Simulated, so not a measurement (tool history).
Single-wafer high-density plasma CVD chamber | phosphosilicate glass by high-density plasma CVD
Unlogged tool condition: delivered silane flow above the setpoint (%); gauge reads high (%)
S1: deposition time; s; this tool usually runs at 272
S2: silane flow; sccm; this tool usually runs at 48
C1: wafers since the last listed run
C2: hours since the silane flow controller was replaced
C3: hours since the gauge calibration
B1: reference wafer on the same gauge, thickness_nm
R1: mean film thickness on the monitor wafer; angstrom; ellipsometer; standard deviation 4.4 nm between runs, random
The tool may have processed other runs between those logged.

run	day	S1	S2	C1	C2	C3	B1	R1
1	0.000	272	48	0	4701.5	855.3	1579.170	14169.26
2	3.517	272	48	607	4785.9	939.7	1580.012	14181.49
3	7.804	272	55	740	4888.8	1042.6	1580.061	15683.38
4	9.721	272	55	330	4934.8	1088.6	1581.612	15695.05
5	11.675	272	55	337	4981.7	1135.5	1580.003	15660.17
6	14.383	272	48	467	5046.7	1200.5	1579.852	14170.54
7	16.104	272	48	297	5088.0	1241.8	1579.008	14227.87
8	20.442	272	48	748	5192.1	1345.9	1580.087	14234.60
9	24.088	272	46	629	5279.6	1433.4	1578.441	13767.76
10	25.812	272	46	297	5321.0	1474.8	1579.432	13736.44
11	28.075	272	46	390	5375.3	1529.1	1580.173	13823.91
12	31.329	293	52	561	5453.4	1607.2	1581.942	16282.12
# day 34.771: silane flow controller replaced
13	35.442	272	42	652	16.1	1705.9	1581.907	12355.69
14	39.342	246	39	673	109.7	1799.5	1581.441	10648.53
15	41.992	302	44	457	173.3	1863.1	1580.151	14234.26
16	43.621	272	48	281	212.4	1902.2	1580.638	13624.97
17	45.208	293	52	274	250.5	1940.3	1580.425	15532.63
18	49.567	240	53	752	355.1	2044.9	1580.249	13034.34
# day 52.596: gauge calibrated
19	53.821	223	57	734	457.2	29.4	1580.411	12807.91
20	57.904	272	48	704	555.2	127.4	1582.076	13681.67
21	61.858	272	44	682	650.1	222.3	1579.243	12912.82
22	65.696	299	44	662	742.2	314.4	1581.680	14172.11
23	68.658	303	39	511	813.3	385.5	1581.319	13296.31
24	71.467	272	48	484	880.7	452.9	1580.327	13935.89
25	75.675	219	38	726	981.7	553.9	1580.898	9476.90
26	77.229	272	48	268	1019.0	591.2	1580.572	13953.05

Pick out some run-to-run changes in R1. Of each, how much would a tool without hidden state show as well, from the settings, what came in and chance, and how much is left for the hidden state and any gauge scatter not in both results compared?
Run 11 -> 12: S1 272 -> 293, S2 46 -> 52. R1 +2458.21 angstrom: hidden state +105.40, all else +2352.81.
Run 12 -> 13: S1 293 -> 272, S2 52 -> 42, silane flow controller replaced. R1 -3926.43 angstrom: hidden state -734.56, all else -3191.87.
Run 24 -> 25: S1 272 -> 219, S2 48 -> 38. R1 -4458.99 angstrom: hidden state -52.24, all else -4406.75.
Run 25 -> 26: S1 219 -> 272, S2 38 -> 48. R1 +4476.15 angstrom: hidden state +81.72, all else +4394.43.

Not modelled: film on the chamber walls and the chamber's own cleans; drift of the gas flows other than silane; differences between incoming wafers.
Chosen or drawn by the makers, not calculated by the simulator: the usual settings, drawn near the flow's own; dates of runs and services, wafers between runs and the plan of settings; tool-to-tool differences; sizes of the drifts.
